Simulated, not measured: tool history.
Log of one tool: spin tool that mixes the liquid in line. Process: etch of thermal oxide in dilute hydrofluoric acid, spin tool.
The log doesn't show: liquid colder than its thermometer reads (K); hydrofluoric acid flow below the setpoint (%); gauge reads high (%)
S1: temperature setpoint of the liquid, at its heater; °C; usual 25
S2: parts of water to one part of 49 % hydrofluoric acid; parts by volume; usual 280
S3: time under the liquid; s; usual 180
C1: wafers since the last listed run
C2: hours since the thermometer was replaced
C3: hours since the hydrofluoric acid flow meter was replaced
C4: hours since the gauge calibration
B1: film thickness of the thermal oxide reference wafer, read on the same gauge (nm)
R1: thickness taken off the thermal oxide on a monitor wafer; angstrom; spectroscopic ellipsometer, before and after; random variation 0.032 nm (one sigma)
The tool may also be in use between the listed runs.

Run 1, day 0: usual settings; C1 0; C2 2463.1; C3 1449.5; C4 438.9; B1 109.963. Result: R1 21.76 angstrom.
Run 2, day 1.788: usual settings; C1 249; C2 2506; C3 1492.4; C4 481.8; B1 110.021. Result: R1 21.57 angstrom.
Run 3, day 10: usual settings; C1 1147; C2 2703.1; C3 1689.5; C4 678.9; B1 109.946. Result: R1 21.28 angstrom.
Run 4, day 12.538: usual settings but S1 27 °C, S2 240 parts by volume; C1 354; C2 2764; C3 1750.4; C4 739.8; B1 110.001. Result: R1 27.02 angstrom.
Run 5, day 15.517: usual settings but S1 27 °C, S2 240 parts by volume; C1 416; C2 2835.5; C3 1821.9; C4 811.3; B1 109.966. Result: R1 27.68 angstrom.
At day 17.008: thermometer replaced.
At day 18.479: gauge calibrated.
Run 6, day 22.138: usual settings; C1 919; C2 123.1; C3 1980.8; C4 87.8; B1 109.993. Result: R1 20.76 angstrom.
Run 7, day 24.967: usual settings; C1 395; C2 191; C3 2048.7; C4 155.7; B1 110.041. Result: R1 20.45 angstrom.
At day 27.708: hydrofluoric acid flow meter replaced.
Run 8, day 27.804: usual settings but S1 27.5 °C; C1 390; C2 259.1; C3 2.3; C4 223.8; B1 110.04. Result: R1 27.45 angstrom.
Run 9, day 29.333: usual settings; C1 213; C2 295.8; C3 39; C4 260.5; B1 110.03. Result: R1 24.6 angstrom.
Run 10, day 30.362: usual settings; C1 143; C2 320.5; C3 63.7; C4 285.2; B1 110.022. Result: R1 24.98 angstrom.
Run 11, day 32.233: usual settings but S2 150 parts by volume, S3 80 s; C1 261; C2 365.4; C3 108.6; C4 330.1; B1 110.003. Result: R1 24.24 angstrom.
Run 12, day 33.429: usual settings but S1 22 °C, S2 170 parts by volume; C1 167; C2 394.1; C3 137.3; C4 358.8; B1 110.057. Result: R1 40.89 angstrom.
Run 13, day 34.679: usual settings but S1 28 °C, S2 410 parts by volume; C1 174; C2 424.1; C3 167.3; C4 388.8; B1 110.005. Result: R1 16.23 angstrom.
Run 14, day 35.738: usual settings but S1 28 °C, S3 225 s; C1 147; C2 449.5; C3 192.7; C4 414.2; B1 110.054. Result: R1 34.16 angstrom.

Forecast each of these 5 alternatives for the next run:
Run A, day 35.758: usual settings but S2 230 parts by volume; C1 2; C2 450; C3 193.2; C4 414.7; B1 ?. Result: R1 ?.
Run B, day 35.758: usual settings but S1 22 °C, S3 90 s; C1 2; C2 450; C3 193.2; C4 414.7; B1 ?. Result: R1 ?.
Run C, day 35.758: usual settings but S1 29 °C, S2 420 parts by volume, S3 75 s; C1 2; C2 450; C3 193.2; C4 414.7; B1 ?. Result: R1 ?.
Run D, day 35.758: usual settings but S1 29.5 °C, S2 155 parts by volume, S3 95 s; C1 2; C2 450; C3 193.2; C4 414.7; B1 ?. Result: R1 ?.
Run E, day 35.758: usual settings but S1 28.5 °C, S2 205 parts by volume; C1 2; C2 450; C3 193.2; C4 414.7; B1 ?. Result: R1 ?.

run       B1     R1
  A  109.988  31.46
  B  109.988  11.03
  C  109.988   6.73
  D  109.988  31.63
  E  109.988  41.09
Without the tool's hidden state the same runs would have given:
run     R1
  A  32.32
  B  11.33
  C   6.94
  D  32.47
  E  42.21
